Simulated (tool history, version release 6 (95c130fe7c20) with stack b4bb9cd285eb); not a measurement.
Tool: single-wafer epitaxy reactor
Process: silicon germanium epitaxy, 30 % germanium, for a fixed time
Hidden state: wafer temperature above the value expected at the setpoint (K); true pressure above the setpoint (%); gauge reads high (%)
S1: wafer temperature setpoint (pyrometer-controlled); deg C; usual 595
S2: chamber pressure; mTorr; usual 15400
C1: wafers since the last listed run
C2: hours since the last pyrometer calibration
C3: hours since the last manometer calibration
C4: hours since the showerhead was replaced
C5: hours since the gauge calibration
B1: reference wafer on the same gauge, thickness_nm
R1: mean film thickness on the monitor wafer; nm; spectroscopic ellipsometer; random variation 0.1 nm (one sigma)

run	hour	S1	S2	C1	C2	C3	C4	C5	B1	R1
1	0.0	606	17400	0	2914.0	2087.4	2504.6	65.0	53.282	53.798
2	9.8	606	17400	141	2923.8	2097.2	2514.4	74.8	53.319	53.757
3	18.6	604	15400	127	2932.6	2106.0	2523.2	83.6	53.292	49.248
4	32.8	595	15400	205	2946.8	2120.2	2537.4	97.8	53.308	40.545
5	47.7	595	15400	215	2961.7	2135.1	2552.3	112.7	53.290	40.583
# hour 55.9: gauge calibrated
6	57.5	595	15400	141	2971.5	2144.9	2562.1	1.6	53.302	40.458
# hour 73.8: pyrometer calibrated
7	74.3	595	15400	127	0.5	2161.7	2578.9	18.4	53.330	46.709
8	84.4	595	15400	145	10.6	2171.8	2589.0	28.5	53.304	46.744
9	91.3	595	15400	99	17.5	2178.7	2595.9	35.4	53.290	46.775
10	101.2	595	15400	143	27.4	2188.6	2605.8	45.3	53.291	46.925
# hour 116.2: showerhead replaced
11	116.7	595	15400	108	42.9	2204.1	0.5	60.8	53.322	46.823
12	120.5	595	15400	54	46.7	2207.9	4.3	64.6	53.302	46.977
13	136.2	584	15400	226	62.4	2223.6	20.0	80.3	53.249	37.074
14	144.4	595	15400	118	70.6	2231.8	28.2	88.5	53.309	46.872
15	154.2	609	13300	141	80.4	2241.6	38.0	98.3	53.335	58.728
# hour 166.3: capacitance manometer re-zeroed and calibrated
16	166.8	599	17700	66	93.0	0.5	50.6	110.9	53.292	53.792
17	177.4	595	15400	153	103.6	11.1	61.2	121.5	53.286	46.673
# hour 181.0: gauge calibrated
18	189.3	582	18100	171	115.5	23.0	73.1	8.3	53.300	37.693
19	203.4	582	12000	203	129.6	37.1	87.2	22.4	53.303	32.033
20	219.6	607	18200	234	145.8	53.3	103.4	38.6	53.256	64.524
21	234.4	595	12200	213	160.6	68.1	118.2	53.4	53.304	42.702

How the hidden state differs across the entries between the runs, from the last listed run before each to the first after it:
Between runs 5 and 6: gauge calibrated (hour 55.9)
  wafer temperature above the value expected at the setpoint (K): -7.18 -> -7.22
  measured less the result without the state, R1: -6.690 -> -6.717 nm
Between runs 6 and 7: pyrometer calibrated (hour 73.8)
  wafer temperature above the value expected at the setpoint (K): -7.22 -> -0.394
  measured less the result without the state, R1: -6.717 -> -0.390 nm
Between runs 10 and 11: showerhead replaced (hour 116.2)
  wafer temperature above the value expected at the setpoint (K): -0.395 -> -0.396
  measured less the result without the state, R1: -0.392 -> -0.392 nm
Between runs 15 and 16: capacitance manometer re-zeroed and calibrated (hour 166.3)
  wafer temperature above the value expected at the setpoint (K): -0.399 -> -0.401
  measured less the result without the state, R1: -0.479 -> -0.452 nm
Between runs 17 and 18: gauge calibrated (hour 181.0)
  wafer temperature above the value expected at the setpoint (K): -0.403 -> -0.405
  measured less the result without the state, R1: -0.398 -> -0.334 nm

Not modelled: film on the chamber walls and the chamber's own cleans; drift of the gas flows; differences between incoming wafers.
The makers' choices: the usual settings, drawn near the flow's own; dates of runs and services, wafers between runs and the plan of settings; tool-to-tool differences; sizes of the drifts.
